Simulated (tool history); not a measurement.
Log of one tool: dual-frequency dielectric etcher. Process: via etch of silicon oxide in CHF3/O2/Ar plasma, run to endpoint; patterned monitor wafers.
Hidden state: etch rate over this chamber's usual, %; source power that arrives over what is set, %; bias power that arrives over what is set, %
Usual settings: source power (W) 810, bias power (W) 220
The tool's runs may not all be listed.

run	day	source power (W)	bias power (W)	wafers since the last listed run	hours since the last wet clean	hours since the last source power generator calibration	hours since the last bias power generator calibration	hours since the last upper electrode change	incoming incoming film thickness, nm	endpoint time (s)
1	0.000	810	220	0	143.5	1047.6	4090.0	4731.1	408.7	159.3
2	3.442	810	220	358	226.1	1130.2	4172.6	4813.7	404.5	158.8
3	5.338	810	220	197	271.6	1175.7	4218.1	4859.2	406.1	157.9
4	8.046	680	235	282	336.6	1240.7	4283.1	4924.2	405.5	163.7
5	9.617	810	220	163	374.3	1278.4	4320.8	4961.9	403.4	159.0
6	10.738	810	220	116	401.2	1305.3	4347.7	4988.8	406.5	159.7
7	12.400	810	220	173	441.1	1345.2	4387.6	5028.7	405.3	159.7
8	13.742	760	220	139	473.3	1377.4	4419.8	5060.9	406.4	162.1
9	15.433	760	220	176	513.9	1418.0	4460.4	5101.5	407.9	162.1
# day 16.596: wet clean of the chamber
10	17.096	810	186	69	12.0	1457.9	4500.3	5141.4	403.2	172.3
# day 19.338: bias power generator calibrated
11	19.817	810	186	266	77.3	1523.2	11.5	5206.7	407.0	171.7
12	21.250	810	186	149	111.7	1557.6	45.9	5241.1	404.7	170.2
13	22.500	860	220	130	141.7	1587.6	75.9	5271.1	409.0	155.8
14	25.038	860	220	264	202.6	1648.5	136.8	5332.0	404.3	156.1
15	26.933	810	220	197	248.1	1694.0	182.3	5377.5	407.1	159.3
16	28.362	810	172	148	282.4	1728.3	216.6	5411.8	408.2	177.2
17	31.158	810	220	291	349.5	1795.4	283.7	5478.9	406.3	160.3
18	33.233	810	192	216	399.3	1845.2	333.5	5528.7	406.2	169.5
19	35.621	730	198	248	456.6	1902.5	390.8	5586.0	406.9	172.0
# day 35.800: source power generator calibrated
20	38.233	990	272	254	519.3	58.4	453.5	5648.7	410.0	137.3
21	40.479	860	236	234	573.2	112.3	507.4	5702.6	409.3	153.0
# day 41.592: upper electrode replaced
22	42.217	640	234	76	614.9	154.0	549.1	15.0	408.5	168.0
23	44.829	1010	261	272	677.6	216.7	611.8	77.7	405.3	136.8
# day 45.962: wet clean of the chamber
24	46.300	810	220	49	8.1	252.0	647.1	113.0	402.5	155.9
25	49.042	720	199	285	73.9	317.8	712.9	178.8	411.5	175.1
26	50.775	720	202	180	115.5	359.4	754.5	220.4	407.6	172.4
27	51.942	640	252	121	143.5	387.4	782.5	248.4	409.8	163.3
28	53.525	640	191	165	181.5	425.4	820.5	286.4	406.2	182.6
29	55.783	810	220	235	235.7	479.6	874.7	340.6	408.0	158.1
30	58.096	960	194	241	291.2	535.1	930.2	396.1	409.1	159.6

Hidden state at the last listed run before each entry between runs and at the first one after, where it differs:
Between runs 9 and 10: wet clean of the chamber (day 16.596)
  no hidden state differs between the two runs
Between runs 10 and 11: bias power generator calibrated (day 19.338)
  no hidden state differs between the two runs
Between runs 19 and 20: source power generator calibrated (day 35.800)
  no hidden state differs between the two runs
Between runs 21 and 22: upper electrode replaced (day 41.592)
  no hidden state differs between the two runs
Between runs 23 and 24: wet clean of the chamber (day 45.962)
  no hidden state differs between the two runs
